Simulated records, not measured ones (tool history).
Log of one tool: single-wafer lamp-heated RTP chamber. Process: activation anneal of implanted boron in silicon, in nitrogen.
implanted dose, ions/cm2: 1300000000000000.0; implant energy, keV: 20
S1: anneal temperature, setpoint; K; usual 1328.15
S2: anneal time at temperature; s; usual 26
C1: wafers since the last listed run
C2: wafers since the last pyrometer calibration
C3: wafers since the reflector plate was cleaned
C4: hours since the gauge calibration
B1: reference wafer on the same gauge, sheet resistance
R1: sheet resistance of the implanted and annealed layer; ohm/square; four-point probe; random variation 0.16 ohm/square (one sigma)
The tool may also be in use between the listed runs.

Run 1, hour 0: usual settings; C1 0; C2 2210; C3 7379; C4 863.5; B1 92.61. Result: R1 98.46 ohm/square.
Run 2, hour 47.5: usual settings; C1 398; C2 2609; C3 7777; C4 911; B1 92.66. Result: R1 98.26 ohm/square.
Run 3, hour 90.5: usual settings but S1 1318.15 K, S2 18 s; C1 360; C2 2969; C3 8138; C4 954; B1 92.6. Result: R1 99.42 ohm/square.
Run 4, hour 143.5: usual settings but S1 1318.15 K, S2 18 s; C1 444; C2 3414; C3 8582; C4 1007; B1 92.62. Result: R1 99.23 ohm/square.
Run 5, hour 202.9: usual settings but S2 16 s; C1 498; C2 3912; C3 9080; C4 1066.4; B1 92.59. Result: R1 98.99 ohm/square.
Run 6, hour 276.3: usual settings but S2 16 s; C1 615; C2 4527; C3 9695; C4 1139.8; B1 92.62. Result: R1 98.99 ohm/square.
Run 7, hour 323.6: usual settings but S2 16 s; C1 396; C2 4924; C3 10092; C4 1187.1; B1 92.6. Result: R1 98.94 ohm/square.
At hour 389: pyrometer window cleaned and pyrometer calibrated.
Run 8, hour 391.7: usual settings; C1 503; C2 22; C3 10596; C4 1255.2; B1 92.63. Result: R1 97.55 ohm/square.
Run 9, hour 451.8: usual settings; C1 503; C2 526; C3 11100; C4 1315.3; B1 92.64. Result: R1 97.99 ohm/square.
At hour 464.1: gauge calibrated.
Run 10, hour 522.6: usual settings; C1 593; C2 1120; C3 11693; C4 58.5; B1 92.57. Result: R1 97.69 ohm/square.
Run 11, hour 561.3: usual settings; C1 324; C2 1444; C3 12018; C4 97.2; B1 92.69. Result: R1 97.51 ohm/square.
Run 12, hour 595.7: usual settings; C1 288; C2 1733; C3 12306; C4 131.6; B1 92.56. Result: R1 97.71 ohm/square.
At hour 632.1: pyrometer window cleaned and pyrometer calibrated, repeated, since the last time left the tool worse.
Run 13, hour 648: usual settings; C1 371; C2 133; C3 12678; C4 183.9; B1 92.54. Result: R1 98.36 ohm/square.
Run 14, hour 693.6: usual settings but S2 33 s; C1 382; C2 515; C3 13060; C4 229.5; B1 92.57. Result: R1 98.35 ohm/square.
At hour 724: reflector plate cleaned.
Run 15, hour 751.3: usual settings but S1 1316.15 K, S2 11 s; C1 416; C2 932; C3 228; C4 287.2; B1 92.63. Result: R1 100.11 ohm/square.
Run 16, hour 809.9: usual settings but S1 1341.15 K; C1 491; C2 1423; C3 720; C4 345.8; B1 92.66. Result: R1 97.67 ohm/square.
Run 17, hour 871.6: usual settings but S1 1310.15 K; C1 517; C2 1940; C3 1237; C4 407.5; B1 92.59. Result: R1 99.87 ohm/square.
Run 18, hour 920.1: usual settings but S1 1304.15 K, S2 12 s; C1 406; C2 2347; C3 1644; C4 456; B1 92.58. Result: R1 101.64 ohm/square.
Run 19, hour 946.9: usual settings; C1 224; C2 2572; C3 1868; C4 482.8; B1 92.55. Result: R1 98.5 ohm/square.
Run 20, hour 1123.8: usual settings but S1 1320.15 K, S2 32 s; C1 1483; C2 4055; C3 3352; C4 659.7; B1 92.56. Result: R1 98.64 ohm/square.
Run 21, hour 1154.8: usual settings but S1 1307.15 K, S2 22 s; C1 259; C2 4315; C3 3612; C4 690.7; B1 92.62. Result: R1 100.07 ohm/square.
Run 22, hour 1209.1: usual settings; C1 455; C2 4770; C3 4067; C4 745; B1 92.54. Result: R1 97.88 ohm/square.
Run 23, hour 1273.6: usual settings but S1 1337.15 K, S2 12 s; C1 540; C2 5311; C3 4608; C4 809.5; B1 92.65. Result: R1 98.85 ohm/square.
Run 24, hour 1334.2: usual settings but S1 1316.15 K, S2 18 s; C1 508; C2 5819; C3 5116; C4 870.1; B1 92.67. Result: R1 99.2 ohm/square.
Run 25, hour 1366.9: usual settings but S1 1338.15 K; C1 274; C2 6093; C3 5390; C4 902.8; B1 92.54. Result: R1 97.62 ohm/square.
At hour 1377.8: pyrometer window cleaned and pyrometer calibrated.
Run 26, hour 1435.5: usual settings but S1 1299.15 K, S2 12 s; C1 508; C2 483; C3 5898; C4 971.4; B1 92.6. Result: R1 102.1 ohm/square.

4 ways to go on from here, each from the tool as it stands after run 26. What would each give?
Run A, hour 1435.9: usual settings but S2 37 s; C1 3; C2 487; C3 5901; C4 971.8; B1 ?. Result: R1 ?.
Run B, hour 1435.9: usual settings but S1 1344.15 K, S2 40 s; C1 3; C2 487; C3 5901; C4 971.8; B1 ?. Result: R1 ?.
Run C, hour 1435.9: usual settings but S1 1350.15 K, S2 40 s; C1 3; C2 487; C3 5901; C4 971.8; B1 ?. Result: R1 ?.
Run D, hour 1435.9: usual settings but S1 1312.15 K; C1 3; C2 487; C3 5901; C4 971.8; B1 ?. Result: R1 ?.

run     B1     R1
  A  92.66  97.86
  B  92.66  96.46
  C  92.66  96.05
  D  92.66  99.68
Without the tool's hidden state the same runs would have given:
run     R1
  A  97.93
  B  96.53
  C  96.11
  D  99.76
